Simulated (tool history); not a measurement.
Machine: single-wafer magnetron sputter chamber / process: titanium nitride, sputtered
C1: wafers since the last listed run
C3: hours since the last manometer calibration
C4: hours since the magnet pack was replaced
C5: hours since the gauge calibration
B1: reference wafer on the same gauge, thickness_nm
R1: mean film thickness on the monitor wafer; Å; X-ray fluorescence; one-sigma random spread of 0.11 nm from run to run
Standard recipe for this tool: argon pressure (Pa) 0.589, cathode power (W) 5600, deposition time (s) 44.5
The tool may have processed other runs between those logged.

run 1 hour=0.0 | argon_pressure_(Pa)=0.589 cathode_power_(W)=5600 deposition_time_(s)=44.5 | C1=0 wafers_on_the_sputter_target=8267 C3=718.4 C4=1922.4 C5=536.8 | B1=45.337 | R1=419.40
run 2 hour=105.5 | argon_pressure_(Pa)=0.589 cathode_power_(W)=5600 deposition_time_(s)=44.5 | C1=2363 wafers_on_the_sputter_target=10631 C3=823.9 C4=2027.9 C5=642.3 | B1=45.304 | R1=417.20
run 3 hour=191.0 | argon_pressure_(Pa)=0.589 cathode_power_(W)=5600 deposition_time_(s)=38.8 | C1=1915 wafers_on_the_sputter_target=12546 C3=909.4 C4=2113.4 C5=727.8 | B1=45.302 | R1=365.26
run 4 hour=259.2 | argon_pressure_(Pa)=0.589 cathode_power_(W)=5600 deposition_time_(s)=38.8 | C1=1527 wafers_on_the_sputter_target=14074 C3=977.6 C4=2181.6 C5=796.0 | B1=45.316 | R1=365.10
-- hour=309.3 capacitance manometer re-zeroed and calibrated
-- hour=453.6 sputter target and shields replaced
run 5 hour=519.2 | argon_pressure_(Pa)=0.589 cathode_power_(W)=5600 deposition_time_(s)=38.8 | C1=5466 wafers_on_the_sputter_target=1469 C3=209.9 C4=2441.6 C5=1056.0 | B1=45.295 | R1=361.73
run 6 hour=608.9 | argon_pressure_(Pa)=0.589 cathode_power_(W)=4750 deposition_time_(s)=44.5 | C1=2009 wafers_on_the_sputter_target=3479 C3=299.6 C4=2531.3 C5=1145.7 | B1=45.298 | R1=351.63
run 7 hour=692.1 | argon_pressure_(Pa)=0.589 cathode_power_(W)=5300 deposition_time_(s)=44.5 | C1=1863 wafers_on_the_sputter_target=5343 C3=382.8 C4=2614.5 C5=1228.9 | B1=45.274 | R1=391.16
run 8 hour=794.8 | argon_pressure_(Pa)=0.589 cathode_power_(W)=5300 deposition_time_(s)=44.5 | C1=2300 wafers_on_the_sputter_target=7643 C3=485.5 C4=2717.2 C5=1331.6 | B1=45.243 | R1=394.47
run 9 hour=848.4 | argon_pressure_(Pa)=0.589 cathode_power_(W)=5600 deposition_time_(s)=44.5 | C1=1200 wafers_on_the_sputter_target=8844 C3=539.1 C4=2770.8 C5=1385.2 | B1=45.248 | R1=417.81
run 10 hour=942.2 | argon_pressure_(Pa)=0.589 cathode_power_(W)=5600 deposition_time_(s)=44.5 | C1=2101 wafers_on_the_sputter_target=10946 C3=632.9 C4=2864.6 C5=1479.0 | B1=45.323 | R1=419.05
run 11 hour=980.4 | argon_pressure_(Pa)=0.589 cathode_power_(W)=5600 deposition_time_(s)=44.5 | C1=855 wafers_on_the_sputter_target=11801 C3=671.1 C4=2902.8 C5=1517.2 | B1=45.311 | R1=416.42
run 12 hour=1057.8 | argon_pressure_(Pa)=0.589 cathode_power_(W)=5150 deposition_time_(s)=44.5 | C1=1734 wafers_on_the_sputter_target=13535 C3=748.5 C4=2980.2 C5=1594.6 | B1=45.286 | R1=384.65
run 13 hour=1121.7 | argon_pressure_(Pa)=0.589 cathode_power_(W)=5150 deposition_time_(s)=44.5 | C1=1431 wafers_on_the_sputter_target=14967 C3=812.4 C4=3044.1 C5=1658.5 | B1=45.308 | R1=383.32
-- hour=1157.7 gauge calibrated
run 14 hour=1222.7 | argon_pressure_(Pa)=0.589 cathode_power_(W)=6150 deposition_time_(s)=44.5 | C1=2262 wafers_on_the_sputter_target=17230 C3=913.4 C4=3145.1 C5=65.0 | B1=45.335 | R1=460.43
-- hour=1319.3 sputter target and shields replaced
-- hour=1397.7 capacitance manometer re-zeroed and calibrated
run 15 hour=1451.2 | argon_pressure_(Pa)=0.589 cathode_power_(W)=5600 deposition_time_(s)=44.5 | C1=4760 wafers_on_the_sputter_target=2774 C3=53.5 C4=3373.6 C5=293.5 | B1=45.308 | R1=413.13
run 16 hour=1499.3 | argon_pressure_(Pa)=0.589 cathode_power_(W)=5600 deposition_time_(s)=44.5 | C1=1077 wafers_on_the_sputter_target=3852 C3=101.6 C4=3421.7 C5=341.6 | B1=45.307 | R1=412.08
run 17 hour=1553.4 | argon_pressure_(Pa)=0.429 cathode_power_(W)=4500 deposition_time_(s)=50.8 | C1=1212 wafers_on_the_sputter_target=5064 C3=155.7 C4=3475.8 C5=395.7 | B1=45.291 | R1=404.21
run 18 hour=1849.2 | argon_pressure_(Pa)=0.435 cathode_power_(W)=6450 deposition_time_(s)=49.6 | C1=6626 wafers_on_the_sputter_target=11691 C3=451.5 C4=3771.6 C5=691.5 | B1=45.279 | R1=565.36
run 19 hour=1900.4 | argon_pressure_(Pa)=0.435 cathode_power_(W)=4750 deposition_time_(s)=44.5 | C1=1147 wafers_on_the_sputter_target=12838 C3=502.7 C4=3822.8 C5=742.7 | B1=45.252 | R1=375.70
run 20 hour=1991.0 | argon_pressure_(Pa)=0.589 cathode_power_(W)=5150 deposition_time_(s)=44.5 | C1=2029 wafers_on_the_sputter_target=14867 C3=593.3 C4=3913.4 C5=833.3 | B1=45.285 | R1=384.32
-- hour=2021.7 sputter target and shields replaced
-- hour=2120.0 magnet pack replaced
run 21 hour=2235.5 | argon_pressure_(Pa)=0.589 cathode_power_(W)=4800 deposition_time_(s)=44.5 | C1=5119 wafers_on_the_sputter_target=4610 C3=837.8 C4=115.5 C5=1077.8 | B1=45.283 | R1=359.46
run 22 hour=2313.6 | argon_pressure_(Pa)=0.511 cathode_power_(W)=6500 deposition_time_(s)=37.1 | C1=1749 wafers_on_the_sputter_target=6360 C3=915.9 C4=193.6 C5=1155.9 | B1=45.332 | R1=419.14
run 23 hour=2402.1 | argon_pressure_(Pa)=0.589 cathode_power_(W)=5150 deposition_time_(s)=44.5 | C1=1982 wafers_on_the_sputter_target=8342 C3=1004.4 C4=282.1 C5=1244.4 | B1=45.256 | R1=386.65
-- hour=2450.1 capacitance manometer re-zeroed and calibrated
run 24 hour=2450.9 | argon_pressure_(Pa)=0.589 cathode_power_(W)=6300 deposition_time_(s)=52.4 | C1=914 wafers_on_the_sputter_target=9256 C3=0.8 C4=330.9 C5=1293.2 | B1=45.267 | R1=541.10
run 25 hour=2533.1 | argon_pressure_(Pa)=0.589 cathode_power_(W)=4700 deposition_time_(s)=44.5 | C1=1841 wafers_on_the_sputter_target=11098 C3=83.0 C4=413.1 C5=1375.4 | B1=45.276 | R1=345.60
run 26 hour=2636.3 | argon_pressure_(Pa)=0.402 cathode_power_(W)=4650 deposition_time_(s)=38.6 | C1=2312 wafers_on_the_sputter_target=13410 C3=186.2 C4=516.3 C5=1478.6 | B1=45.318 | R1=321.94
run 27 hour=2723.6 | argon_pressure_(Pa)=0.589 cathode_power_(W)=5300 deposition_time_(s)=44.5 | C1=1955 wafers_on_the_sputter_target=15366 C3=273.5 C4=603.6 C5=1565.9 | B1=45.317 | R1=394.05
-- hour=2825.9 sputter target and shields replaced
run 28 hour=3021.8 | argon_pressure_(Pa)=0.704 cathode_power_(W)=6250 deposition_time_(s)=52.1 | C1=6501 wafers_on_the_sputter_target=4387 C3=571.7 C4=901.8 C5=1864.1 | B1=45.317 | R1=523.35
-- hour=3055.9 gauge calibrated
run 29 hour=3174.7 | argon_pressure_(Pa)=0.589 cathode_power_(W)=5600 deposition_time_(s)=44.5 | C1=3425 wafers_on_the_sputter_target=7813 C3=724.6 C4=1054.7 C5=118.8 | B1=45.318 | R1=418.13
run 30 hour=3265.1 | argon_pressure_(Pa)=0.589 cathode_power_(W)=5600 deposition_time_(s)=44.5 | C1=2025 wafers_on_the_sputter_target=9838 C3=815.0 C4=1145.1 C5=209.2 | B1=45.333 | R1=419.43
run 31 hour=3371.8 | argon_pressure_(Pa)=0.589 cathode_power_(W)=5600 deposition_time_(s)=44.5 | C1=2390 wafers_on_the_sputter_target=12229 C3=921.7 C4=1251.8 C5=315.9 | B1=45.258 | R1=420.48
run 32 hour=3460.8 | argon_pressure_(Pa)=0.402 cathode_power_(W)=4650 deposition_time_(s)=38.6 | C1=1993 wafers_on_the_sputter_target=14223 C3=1010.7 C4=1340.8 C5=404.9 | B1=45.250 | R1=323.57
run 33 hour=3523.1 | argon_pressure_(Pa)=0.589 cathode_power_(W)=6950 deposition_time_(s)=52.6 | C1=1395 wafers_on_the_sputter_target=15618 C3=1073.0 C4=1403.1 C5=467.2 | B1=45.298 | R1=614.87
-- hour=3542.2 capacitance manometer re-zeroed and calibrated
-- hour=3570.5 sputter target and shields replaced
run 34 hour=3618.8 | argon_pressure_(Pa)=0.772 cathode_power_(W)=6750 deposition_time_(s)=44.5 | C1=1785 wafers_on_the_sputter_target=1082 C3=76.6 C4=1498.8 C5=562.9 | B1=45.270 | R1=460.24
run 35 hour=3714.0 | argon_pressure_(Pa)=0.729 cathode_power_(W)=4500 deposition_time_(s)=44.5 | C1=2132 wafers_on_the_sputter_target=3215 C3=171.8 C4=1594.0 C5=658.1 | B1=45.272 | R1=313.71

Pick out some run-to-run changes in R1. Of each, how much would a tool without hidden state show as well, from the settings, what came in and chance, and how much is left for the hidden state and any gauge scatter not in both results compared?
Hidden state at play: deposition rate above that of a new target (%); true argon pressure above the setpoint (%); gauge reads high (%).
Run 18 -> 19: cathode power (W) 6450 -> 4750, deposition time (s) 49.6 -> 44.5. R1 -189.66 Å: hidden state -2.72, all else -186.94.
Run 23 -> 24: cathode power (W) 5150 -> 6300, deposition time (s) 44.5 -> 52.4, capacitance manometer re-zeroed and calibrated. R1 +154.45 Å: hidden state -10.14, all else +164.59.
Run 24 -> 25: cathode power (W) 6300 -> 4700, deposition time (s) 52.4 -> 44.5. R1 -195.50 Å: hidden state +1.68, all else -197.18.
Run 32 -> 33: argon pressure (Pa) 0.402 -> 0.589, cathode power (W) 4650 -> 6950, deposition time (s) 38.6 -> 52.6. R1 +291.30 Å: hidden state +11.12, all else +280.18.
Run 33 -> 34: argon pressure (Pa) 0.589 -> 0.772, cathode power (W) 6950 -> 6750, deposition time (s) 52.6 -> 44.5, capacitance manometer re-zeroed and calibrated, sputter target and shields replaced. R1 -154.63 Å: hidden state -14.77, all else -139.86.

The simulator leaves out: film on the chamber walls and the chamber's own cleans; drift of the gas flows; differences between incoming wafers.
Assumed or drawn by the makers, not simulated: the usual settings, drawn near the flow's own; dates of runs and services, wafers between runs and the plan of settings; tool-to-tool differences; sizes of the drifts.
